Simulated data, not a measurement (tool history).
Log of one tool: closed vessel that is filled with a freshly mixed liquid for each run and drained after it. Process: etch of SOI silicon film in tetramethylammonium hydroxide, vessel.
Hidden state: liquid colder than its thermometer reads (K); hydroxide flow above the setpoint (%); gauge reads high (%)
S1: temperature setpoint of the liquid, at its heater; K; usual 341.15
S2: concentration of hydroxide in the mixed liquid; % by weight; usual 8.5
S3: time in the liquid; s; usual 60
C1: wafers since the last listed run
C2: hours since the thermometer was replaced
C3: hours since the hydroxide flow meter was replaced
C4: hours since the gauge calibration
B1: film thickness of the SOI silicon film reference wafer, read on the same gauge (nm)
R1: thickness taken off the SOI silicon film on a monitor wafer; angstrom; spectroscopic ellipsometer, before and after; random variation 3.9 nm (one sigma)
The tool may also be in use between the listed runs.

run,hour,S1,S2,S3,C1,C2,C3,C4,B1,R1
1,0,341.15,8.5,60,0,253.8,571.9,154,40.01,4512.7
2,19.5,341.15,8.5,60,1736,273.3,591.4,173.5,40.02,4507.2
3,32.6,343.65,8.5,50,1166,286.4,604.5,186.6,39.99,4363.2
4,57.6,343.65,8.5,50,2226,311.4,629.5,211.6,40,4371.3
5,73.8,341.15,8.5,60,1442,327.6,645.7,227.8,39.99,4469.8
6,101.2,341.15,8.5,60,2439,355,673.1,255.2,39.99,4510
# hour 179.5: hydroxide flow meter replaced
7,183.3,341.15,8.5,60,7221,437.1,3.8,337.3,39.99,4437.5
8,209.7,341.15,8.5,60,2350,463.5,30.2,363.7,39.99,4402.6
9,227.5,341.15,8.5,60,1585,481.3,48,381.5,40.01,4428.2
# hour 264.6: thermometer replaced
# hour 267.1: gauge calibrated
10,271.3,341.15,8,60,3811,6.7,91.8,4.2,39.99,4799
11,300.7,341.15,9.5,60,2617,36.1,121.2,33.6,39.99,4467.6
12,321.6,337.65,7,80,1861,57,142.1,54.5,40.01,5323.9
13,417.8,341.15,8.5,60,8566,153.2,238.3,150.7,39.98,4627.6
14,442.4,346.15,10,30,2190,177.8,262.9,175.3,40.02,2901.5
15,465.9,336.15,11,90,2092,201.3,286.4,198.8,40,4611.9
16,495.6,341.15,7.5,60,2644,231,316.1,228.5,39.99,4720.3

3 ways to go on from here, each from the tool as it stands after run 16. What would each give?
A,496.3,341.15,8.5,60,62,231.7,316.8,229.2,?,?
B,496.3,345.15,9.5,50,62,231.7,316.8,229.2,?,?
C,496.3,341.15,6,60,62,231.7,316.8,229.2,?,?

run,B1,R1
A,39.99,4532.1
B,39.99,4590.6
C,39.99,4981.2
Without the tool's hidden state the same runs would have given:
run,R1
A,4680.1
B,4736.9
C,5143.8
